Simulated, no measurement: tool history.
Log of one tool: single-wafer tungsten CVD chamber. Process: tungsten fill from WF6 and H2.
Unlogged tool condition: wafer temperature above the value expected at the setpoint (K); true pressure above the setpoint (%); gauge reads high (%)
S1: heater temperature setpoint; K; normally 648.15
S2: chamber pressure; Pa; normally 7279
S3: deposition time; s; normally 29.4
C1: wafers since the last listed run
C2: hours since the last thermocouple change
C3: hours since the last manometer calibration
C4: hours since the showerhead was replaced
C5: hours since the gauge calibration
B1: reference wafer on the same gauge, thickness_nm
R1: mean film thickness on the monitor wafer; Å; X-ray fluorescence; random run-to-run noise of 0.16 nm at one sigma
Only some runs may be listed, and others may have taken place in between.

| run | day | S1 | S2 | S3 | C1 | C2 | C3 | C4 | C5 | B1 | R1 |
|---|---|---|---|---|---|---|---|---|---|---|---|
| 1 | 0 | 648.15 | 7279 | 29.4 | 0 | 2719.2 | 1066.8 | 5867.6 | 63.8 | 74.007 | 622.26 |
| 2 | 1.062 | 648.15 | 7279 | 29.4 | 404 | 2744.7 | 1092.3 | 5893.1 | 89.3 | 73.927 | 617.83 |
| 3 | 1.854 | 648.15 | 7279 | 29.4 | 301 | 2763.7 | 1111.3 | 5912.1 | 108.3 | 73.932 | 619.58 |
| 4 | 3.029 | 648.15 | 7279 | 29.4 | 446 | 2791.9 | 1139.5 | 5940.3 | 136.5 | 74.08 | 617.73 |
| 5 | 3.608 | 648.15 | 7279 | 29.4 | 220 | 2805.8 | 1153.4 | 5954.2 | 150.4 | 74.021 | 619.72 |
| 6 | 4.846 | 648.15 | 7279 | 29.4 | 470 | 2835.5 | 1183.1 | 5983.9 | 180.1 | 74.03 | 618.84 |
| 7 | 5.617 | 659.15 | 7279 | 30.9 | 293 | 2854 | 1201.6 | 6002.4 | 198.6 | 74.06 | 790.71 |
| 8 | 6.746 | 648.15 | 7279 | 29.4 | 429 | 2881.1 | 1228.7 | 6029.5 | 225.7 | 73.982 | 617.79 |
| 9 | 7.404 | 648.15 | 7279 | 29.4 | 250 | 2896.9 | 1244.5 | 6045.3 | 241.5 | 74.038 | 616.9 |
| 10 | 8.433 | 660.15 | 8733 | 29.4 | 391 | 2921.6 | 1269.2 | 6070 | 266.2 | 73.953 | 813.94 |
| 11 | 9.442 | 652.15 | 7279 | 29.4 | 383 | 2945.8 | 1293.4 | 6094.2 | 290.4 | 74.074 | 663.24 |
| 12 | 10.612 | 652.15 | 7279 | 29.4 | 445 | 2973.9 | 1321.5 | 6122.3 | 318.5 | 73.992 | 663.74 |
| 13 | 11.917 | 652.15 | 7279 | 29.4 | 496 | 3005.2 | 1352.8 | 6153.6 | 349.8 | 74.069 | 663.65 |
|  | 12.492 | thermocouple changed; heater temperature recalibrated |
| 14 | 13.067 | 648.15 | 7279 | 29.4 | 310 | 13.8 | 1380.4 | 6181.2 | 377.4 | 73.975 | 646.9 |
| 15 | 14.458 | 648.15 | 7279 | 29.4 | 529 | 47.2 | 1413.8 | 6214.6 | 410.8 | 74.012 | 650.11 |
| 16 | 15.233 | 639.15 | 7279 | 33.9 | 294 | 65.8 | 1432.4 | 6233.2 | 429.4 | 74.067 | 633.62 |
|  | 16.796 | capacitance manometer re-zeroed and calibrated |
| 17 | 16.817 | 636.15 | 7279 | 29.4 | 475 | 103.8 | 0.5 | 6271.2 | 467.4 | 74.057 | 519.14 |
| 18 | 17.721 | 648.15 | 7279 | 32.9 | 343 | 125.5 | 22.2 | 6292.9 | 489.1 | 73.931 | 725.35 |
| 19 | 18.779 | 636.15 | 7279 | 29.4 | 402 | 150.9 | 47.6 | 6318.3 | 514.5 | 74.024 | 521.77 |
| 20 | 19.471 | 648.15 | 7279 | 29.4 | 263 | 167.5 | 64.2 | 6334.9 | 531.1 | 73.981 | 646.09 |
| 21 | 20.021 | 639.15 | 6773 | 34 | 209 | 180.7 | 77.4 | 6348.1 | 544.3 | 73.977 | 622.89 |
| 22 | 20.925 | 648.15 | 7279 | 29.4 | 343 | 202.4 | 99.1 | 6369.8 | 566 | 74.064 | 647.77 |
| 23 | 21.533 | 648.15 | 7279 | 24.9 | 231 | 217 | 113.7 | 6384.4 | 580.6 | 74.01 | 548.33 |
| 24 | 22.342 | 657.15 | 7279 | 35 | 307 | 236.4 | 133.1 | 6403.8 | 600 | 74.004 | 908.95 |
| 25 | 23.242 | 648.15 | 7279 | 29.4 | 342 | 258 | 154.7 | 6425.4 | 621.6 | 74.003 | 651.63 |
|  | 23.854 | showerhead replaced, of another model than before |
|  | 24.646 | gauge calibrated |
| 26 | 24.688 | 648.15 | 7279 | 31.3 | 423 | 292.7 | 189.4 | 20 | 1 | 74.043 | 693.3 |
| 27 | 25.671 | 648.15 | 7279 | 24.4 | 374 | 316.3 | 213 | 43.6 | 24.6 | 74.039 | 538.44 |
| 28 | 29.525 | 648.15 | 7279 | 32.9 | 1466 | 408.8 | 305.5 | 136.1 | 117.1 | 73.998 | 726.78 |
| 29 | 30.542 | 640.15 | 8319 | 23.8 | 386 | 433.2 | 329.9 | 160.5 | 141.5 | 73.961 | 468.39 |
| 30 | 32.492 | 648.15 | 6413 | 29.4 | 741 | 480 | 376.7 | 207.3 | 188.3 | 73.986 | 630.12 |

Here are 5 independent what-if runs from the current tool condition. What would each one return?
| A | 32.508 | 648.15 | 7279 | 29.4 | 6 | 480.4 | 377.1 | 207.7 | 188.7 | ? | ? |
| B | 32.508 | 642.15 | 7279 | 32.5 | 6 | 480.4 | 377.1 | 207.7 | 188.7 | ? | ? |
| C | 32.508 | 662.15 | 5480 | 29.4 | 6 | 480.4 | 377.1 | 207.7 | 188.7 | ? | ? |
| D | 32.508 | 643.15 | 6226 | 27.5 | 6 | 480.4 | 377.1 | 207.7 | 188.7 | ? | ? |
| E | 32.508 | 653.15 | 7279 | 29.4 | 6 | 480.4 | 377.1 | 207.7 | 188.7 | ? | ? |

| run | B1 | R1 |
|---|---|---|
| A | 74.024 | 648.24 |
| B | 74.024 | 641.97 |
| C | 74.024 | 777.67 |
| D | 74.024 | 532.72 |
| E | 74.024 | 709.68 |
With the hidden condition removed and each run's random variation left untouched, the same runs would have given:
| run | R1 |
|---|---|
| A | 647.54 |
| B | 641.26 |
| C | 776.88 |
| D | 532.14 |
| E | 708.93 |
